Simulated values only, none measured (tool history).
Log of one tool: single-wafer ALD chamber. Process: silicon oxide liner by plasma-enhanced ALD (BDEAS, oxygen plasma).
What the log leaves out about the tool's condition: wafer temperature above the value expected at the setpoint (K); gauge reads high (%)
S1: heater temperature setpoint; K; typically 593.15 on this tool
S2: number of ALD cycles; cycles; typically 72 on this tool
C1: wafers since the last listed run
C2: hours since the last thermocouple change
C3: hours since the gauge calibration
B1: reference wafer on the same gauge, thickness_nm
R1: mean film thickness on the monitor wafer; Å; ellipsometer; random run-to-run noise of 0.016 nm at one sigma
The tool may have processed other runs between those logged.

| run | day | S1 | S2 | C1 | C2 | C3 | B1 | R1 |
|---|---|---|---|---|---|---|---|---|
| 1 | 0 | 593.15 | 72 | 0 | 1808.8 | 57.6 | 7.266 | 65.18 |
| 2 | 0.504 | 593.15 | 72 | 40 | 1820.9 | 69.7 | 7.266 | 65.13 |
| 3 | 1.112 | 593.15 | 72 | 49 | 1835.5 | 84.3 | 7.268 | 65.24 |
| 4 | 1.721 | 593.15 | 72 | 49 | 1850.1 | 98.9 | 7.265 | 65.54 |
| 5 | 2.067 | 593.15 | 72 | 28 | 1858.4 | 107.2 | 7.253 | 65.26 |
| 6 | 2.367 | 593.15 | 72 | 24 | 1865.6 | 114.4 | 7.259 | 65.05 |
| 7 | 2.971 | 593.15 | 72 | 48 | 1880.1 | 128.9 | 7.258 | 64.98 |
| 8 | 3.633 | 593.15 | 72 | 53 | 1896 | 144.8 | 7.249 | 64.92 |
| 9 | 4.154 | 581.15 | 80 | 42 | 1908.5 | 157.3 | 7.254 | 73.59 |
| 10 | 4.546 | 581.15 | 80 | 31 | 1917.9 | 166.7 | 7.245 | 73.53 |
| 11 | 5.033 | 602.15 | 67 | 39 | 1929.6 | 178.4 | 7.244 | 59.89 |
| 12 | 5.45 | 602.15 | 67 | 33 | 1939.6 | 188.4 | 7.236 | 59.99 |
| 13 | 6.167 | 602.15 | 67 | 58 | 1956.8 | 205.6 | 7.234 | 59.57 |
| 14 | 6.762 | 593.15 | 72 | 48 | 1971.1 | 219.9 | 7.229 | 65 |
| 15 | 7.442 | 593.15 | 72 | 55 | 1987.4 | 236.2 | 7.222 | 64.94 |
| 16 | 8.117 | 593.15 | 72 | 54 | 2003.6 | 252.4 | 7.216 | 64.96 |
| 17 | 8.771 | 593.15 | 72 | 52 | 2019.3 | 268.1 | 7.214 | 64.8 |
| 18 | 9.104 | 588.15 | 58 | 27 | 2027.3 | 276.1 | 7.201 | 52.46 |
| 19 | 9.683 | 578.15 | 80 | 46 | 2041.2 | 290 | 7.199 | 73.26 |
| 20 | 10.4 | 589.15 | 60 | 58 | 2058.4 | 307.2 | 7.192 | 54.36 |
| 21 | 10.792 | 581.15 | 72 | 31 | 2067.8 | 316.6 | 7.184 | 65.6 |
| 22 | 11.25 | 606.15 | 62 | 37 | 2078.8 | 327.6 | 7.174 | 54.7 |
| 23 | 11.608 | 607.15 | 72 | 29 | 2087.4 | 336.2 | 7.175 | 63.32 |
| 24 | 12.062 | 605.15 | 83 | 36 | 2098.3 | 347.1 | 7.167 | 73.11 |
|  | 12.733 | thermocouple changed; heater temperature recalibrated |
| 25 | 12.762 | 593.15 | 72 | 29 | 0.7 | 363.9 | 7.161 | 64.66 |
|  | 12.979 | gauge calibrated |
| 26 | 13.504 | 593.15 | 80 | 60 | 18.5 | 12.6 | 7.247 | 72.26 |
| 27 | 14.05 | 593.15 | 72 | 44 | 31.6 | 25.7 | 7.253 | 65.1 |
| 28 | 14.775 | 593.15 | 79 | 58 | 49 | 43.1 | 7.26 | 71.35 |
| 29 | 15.462 | 600.15 | 79 | 55 | 65.5 | 59.6 | 7.25 | 71.09 |
| 30 | 15.771 | 593.15 | 81 | 24 | 72.9 | 67 | 7.248 | 73.35 |
| 31 | 16.196 | 588.15 | 72 | 34 | 83.1 | 77.2 | 7.255 | 65.9 |
| 32 | 16.758 | 604.15 | 80 | 45 | 96.6 | 90.7 | 7.239 | 71.18 |
| 33 | 17.067 | 593.15 | 72 | 24 | 104 | 98.1 | 7.238 | 65.29 |

Forecast each of these 3 alternatives for the next run:
| A | 17.088 | 593.15 | 72 | 1 | 104.5 | 98.6 | ? | ? |
| B | 17.088 | 587.15 | 78 | 1 | 104.5 | 98.6 | ? | ? |
| C | 17.088 | 579.15 | 62 | 1 | 104.5 | 98.6 | ? | ? |

| run | B1 | R1 |
|---|---|---|
| A | 7.242 | 65.18 |
| B | 7.242 | 71.18 |
| C | 7.242 | 57.18 |
Without the tool's unlogged condition, the same runs would have read:
| run | R1 |
|---|---|
| A | 65.25 |
| B | 71.26 |
| C | 57.24 |
